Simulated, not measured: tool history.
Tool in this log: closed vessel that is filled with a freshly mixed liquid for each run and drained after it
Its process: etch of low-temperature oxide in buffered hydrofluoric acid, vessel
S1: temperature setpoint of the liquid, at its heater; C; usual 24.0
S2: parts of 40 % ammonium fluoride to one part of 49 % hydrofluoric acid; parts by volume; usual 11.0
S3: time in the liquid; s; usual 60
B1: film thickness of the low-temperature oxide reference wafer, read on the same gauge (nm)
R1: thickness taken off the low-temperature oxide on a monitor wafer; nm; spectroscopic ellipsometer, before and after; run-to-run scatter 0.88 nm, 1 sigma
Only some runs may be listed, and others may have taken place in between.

run,hour,S1,S2,S3,B1,R1
1,0.0,24.0,11.0,60,119.94,82.47
2,25.8,24.0,11.0,60,119.99,81.17
3,117.4,24.0,11.0,45,120.02,61.84
4,139.6,24.0,11.0,45,119.97,60.80
5,160.2,24.0,11.0,45,120.01,61.57
6,178.9,24.0,11.0,60,119.98,81.48
7,197.5,24.0,11.0,60,120.00,80.82
8,209.8,24.0,11.0,60,119.99,82.30
9,227.9,24.0,11.0,60,119.98,82.12
# hour 233.5: gauge calibrated
# hour 244.4: hydrofluoric acid flow meter replaced
10,250.5,27.0,9.0,60,119.97,126.89
11,268.7,22.0,11.0,60,119.97,82.45
12,283.3,22.0,11.0,60,119.96,81.00
13,305.0,22.0,11.0,60,120.00,82.68
14,331.3,20.0,11.0,60,120.03,72.64
15,364.2,24.0,11.0,60,120.02,89.86
16,382.6,24.0,15.0,60,120.00,66.16
17,412.2,24.0,11.0,80,119.95,120.42
18,440.3,22.0,11.0,60,120.07,80.62
19,480.7,24.0,11.0,60,119.99,91.37
20,506.4,20.5,11.0,60,120.02,73.86
21,541.6,24.0,11.0,40,120.02,59.75
22,572.3,19.5,13.0,70,120.06,69.99
# hour 581.0: thermometer replaced
23,598.4,27.5,7.5,80,120.04,205.56
24,617.2,24.0,11.0,60,119.97,90.37
25,651.6,19.5,9.5,35,120.02,45.94

Run 26 is up next; what results do you expect?
26,687.5,19.5,11.0,90,?,?

B1: 119.99
R1: 104.01 nm
On a tool with no hidden condition, and with the same random variation, this run would have come out at R1 108.05 nm.

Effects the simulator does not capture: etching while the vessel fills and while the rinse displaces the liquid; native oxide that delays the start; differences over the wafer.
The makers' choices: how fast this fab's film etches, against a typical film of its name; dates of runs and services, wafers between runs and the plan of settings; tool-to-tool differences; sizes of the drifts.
